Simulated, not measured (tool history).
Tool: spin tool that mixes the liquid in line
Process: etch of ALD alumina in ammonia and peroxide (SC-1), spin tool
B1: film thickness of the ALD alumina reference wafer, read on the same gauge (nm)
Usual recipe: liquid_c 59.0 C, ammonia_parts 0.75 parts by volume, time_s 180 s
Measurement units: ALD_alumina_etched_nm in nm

run 1 hour=0.0 | liquid_c=56.0 ammonia_parts=0.75 time_s=180 | B1=72.09 | ALD_alumina_etched_nm=8.20
run 2 hour=17.9 | liquid_c=59.0 ammonia_parts=0.75 time_s=180 | B1=72.09 | ALD_alumina_etched_nm=9.43
run 3 hour=51.9 | liquid_c=59.0 ammonia_parts=1.15 time_s=80 | B1=72.16 | ALD_alumina_etched_nm=4.44
run 4 hour=66.3 | liquid_c=59.0 ammonia_parts=0.75 time_s=180 | B1=72.13 | ALD_alumina_etched_nm=9.59
run 5 hour=100.3 | liquid_c=59.0 ammonia_parts=0.75 time_s=180 | B1=72.20 | ALD_alumina_etched_nm=9.58
run 6 hour=134.4 | liquid_c=64.5 ammonia_parts=0.60 time_s=80 | B1=72.25 | ALD_alumina_etched_nm=5.51
run 7 hour=218.0 | liquid_c=59.0 ammonia_parts=0.75 time_s=180 | B1=72.32 | ALD_alumina_etched_nm=9.62
run 8 hour=246.1 | liquid_c=64.0 ammonia_parts=1.05 time_s=180 | B1=72.28 | ALD_alumina_etched_nm=12.78
-- hour=272.0 gauge calibrated
run 9 hour=273.1 | liquid_c=59.0 ammonia_parts=0.95 time_s=125 | B1=69.92 | ALD_alumina_etched_nm=6.52
-- hour=281.1 new drum of ammonia solution connected
-- hour=293.0 heated supply line repaired
run 10 hour=299.9 | liquid_c=59.0 ammonia_parts=0.75 time_s=95 | B1=70.19 | ALD_alumina_etched_nm=4.91
run 11 hour=324.8 | liquid_c=59.0 ammonia_parts=0.40 time_s=275 | B1=70.34 | ALD_alumina_etched_nm=13.30
run 12 hour=356.5 | liquid_c=49.5 ammonia_parts=0.45 time_s=265 | B1=70.55 | ALD_alumina_etched_nm=7.89
run 13 hour=391.1 | liquid_c=59.0 ammonia_parts=0.75 time_s=180 | B1=70.74 | ALD_alumina_etched_nm=9.31
run 14 hour=419.1 | liquid_c=65.5 ammonia_parts=0.75 time_s=180 | B1=70.85 | ALD_alumina_etched_nm=13.07
run 15 hour=443.5 | liquid_c=59.0 ammonia_parts=0.75 time_s=100 | B1=71.05 | ALD_alumina_etched_nm=5.23
-- hour=444.6 ammonia flow meter replaced
run 16 hour=466.2 | liquid_c=52.0 ammonia_parts=0.65 time_s=240 | B1=71.10 | ALD_alumina_etched_nm=8.56
run 17 hour=488.6 | liquid_c=59.0 ammonia_parts=0.75 time_s=245 | B1=71.20 | ALD_alumina_etched_nm=12.75
run 18 hour=501.9 | liquid_c=52.0 ammonia_parts=0.45 time_s=265 | B1=71.29 | ALD_alumina_etched_nm=9.23
run 19 hour=532.6 | liquid_c=59.0 ammonia_parts=0.75 time_s=180 | B1=71.38 | ALD_alumina_etched_nm=9.52
run 20 hour=576.8 | liquid_c=59.0 ammonia_parts=0.75 time_s=180 | B1=71.47 | ALD_alumina_etched_nm=9.59
run 21 hour=610.0 | liquid_c=50.5 ammonia_parts=0.60 time_s=150 | B1=71.60 | ALD_alumina_etched_nm=5.01
run 22 hour=642.5 | liquid_c=68.5 ammonia_parts=1.05 time_s=110 | B1=71.69 | ALD_alumina_etched_nm=9.70
run 23 hour=677.5 | liquid_c=59.0 ammonia_parts=0.75 time_s=180 | B1=71.72 | ALD_alumina_etched_nm=9.59
run 24 hour=762.0 | liquid_c=59.0 ammonia_parts=0.85 time_s=180 | B1=71.87 | ALD_alumina_etched_nm=9.62
run 25 hour=793.6 | liquid_c=66.0 ammonia_parts=0.75 time_s=240 | B1=71.94 | ALD_alumina_etched_nm=17.99

Forecast each of these 4 alternatives for the next run:
run A hour=794.1 | liquid_c=59.0 ammonia_parts=0.35 time_s=180 | B1=? | ALD_alumina_etched_nm=?
run B hour=794.1 | liquid_c=66.5 ammonia_parts=0.75 time_s=290 | B1=? | ALD_alumina_etched_nm=?
run C hour=794.1 | liquid_c=54.0 ammonia_parts=0.75 time_s=180 | B1=? | ALD_alumina_etched_nm=?
run D hour=794.1 | liquid_c=67.5 ammonia_parts=1.10 time_s=180 | B1=? | ALD_alumina_etched_nm=?

run=A B1=71.93 ALD_alumina_etched_nm=8.71
run=B B1=71.93 ALD_alumina_etched_nm=22.00
run=C B1=71.93 ALD_alumina_etched_nm=7.19
run=D B1=71.93 ALD_alumina_etched_nm=14.87
What these runs would have given with no unlogged condition in the tool:
run=A ALD_alumina_etched_nm=8.47
run=B ALD_alumina_etched_nm=21.42
run=C ALD_alumina_etched_nm=7.00
run=D ALD_alumina_etched_nm=14.47

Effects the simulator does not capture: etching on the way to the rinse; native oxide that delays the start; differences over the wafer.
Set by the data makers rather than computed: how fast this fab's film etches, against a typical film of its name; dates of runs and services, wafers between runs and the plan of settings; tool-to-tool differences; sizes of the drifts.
